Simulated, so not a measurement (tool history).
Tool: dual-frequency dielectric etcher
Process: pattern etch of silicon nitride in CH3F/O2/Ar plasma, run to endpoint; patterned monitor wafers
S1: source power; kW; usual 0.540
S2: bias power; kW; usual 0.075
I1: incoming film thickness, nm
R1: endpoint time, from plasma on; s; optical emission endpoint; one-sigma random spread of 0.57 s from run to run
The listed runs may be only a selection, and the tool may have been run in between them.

run,hour,S1,S2,I1,R1
1,0.0,0.540,0.075,52.4,73.7
2,54.9,0.540,0.075,52.8,73.4
3,123.8,0.540,0.075,52.8,74.2
4,177.2,0.540,0.075,52.4,72.5
5,233.0,0.540,0.075,51.6,71.0
6,302.4,0.540,0.068,53.4,76.1
7,329.1,0.540,0.075,53.5,73.4
# hour 367.8: wet clean of the chamber
8,387.5,0.540,0.075,52.6,74.1
9,419.6,0.540,0.067,52.7,75.6
10,467.8,0.540,0.067,52.5,76.7
11,534.2,0.540,0.067,52.7,75.4
12,565.3,0.500,0.075,52.7,75.6
13,633.9,0.500,0.075,52.5,73.4
14,670.1,0.430,0.083,53.1,77.9
# hour 805.5: wet clean of the chamber
# hour 835.0: upper electrode replaced
15,879.5,0.430,0.083,52.9,79.0
16,920.3,0.540,0.075,52.3,73.8
# hour 964.8: bias power generator calibrated
17,989.2,0.540,0.075,52.8,72.3
18,1041.6,0.500,0.064,52.5,78.2
19,1099.4,0.540,0.075,52.4,72.2
20,1131.4,0.540,0.075,51.8,69.8
21,1199.6,0.540,0.075,52.6,71.9
# hour 1217.4: source power generator calibrated
# hour 1260.6: wet clean of the chamber
22,1261.1,0.540,0.075,53.2,73.3
23,1285.4,0.620,0.064,52.5,72.3
24,1352.5,0.540,0.075,51.9,71.6
25,1424.2,0.470,0.056,52.5,83.4
26,1455.4,0.540,0.080,52.8,70.8
27,1533.5,0.630,0.075,52.9,67.5
28,1593.0,0.410,0.067,52.3,81.5
# hour 1667.5: wet clean of the chamber
29,1765.4,0.420,0.067,51.9,83.6
30,1806.5,0.540,0.084,52.1,69.0
31,1920.1,0.590,0.088,52.6,66.6
32,1962.2,0.450,0.056,52.4,84.3
33,2001.9,0.650,0.075,52.9,66.3
34,2039.8,0.450,0.064,52.5,81.5
# hour 2086.9: wet clean of the chamber
35,2089.9,0.420,0.061,52.8,87.7

Alternative continuations, all from the tool just after run 35; predict every row:
A,2090.3,0.540,0.063,52.3,?
B,2090.3,0.620,0.060,52.3,?
C,2090.3,0.430,0.085,52.3,?
D,2090.3,0.450,0.082,52.3,?

run,R1
A,77.0
B,73.7
C,77.0
D,76.5
Take away the tool's hidden state, keep each run's random variation, and the runs would have read:
run,R1
A,77.0
B,73.6
C,77.0
D,76.4

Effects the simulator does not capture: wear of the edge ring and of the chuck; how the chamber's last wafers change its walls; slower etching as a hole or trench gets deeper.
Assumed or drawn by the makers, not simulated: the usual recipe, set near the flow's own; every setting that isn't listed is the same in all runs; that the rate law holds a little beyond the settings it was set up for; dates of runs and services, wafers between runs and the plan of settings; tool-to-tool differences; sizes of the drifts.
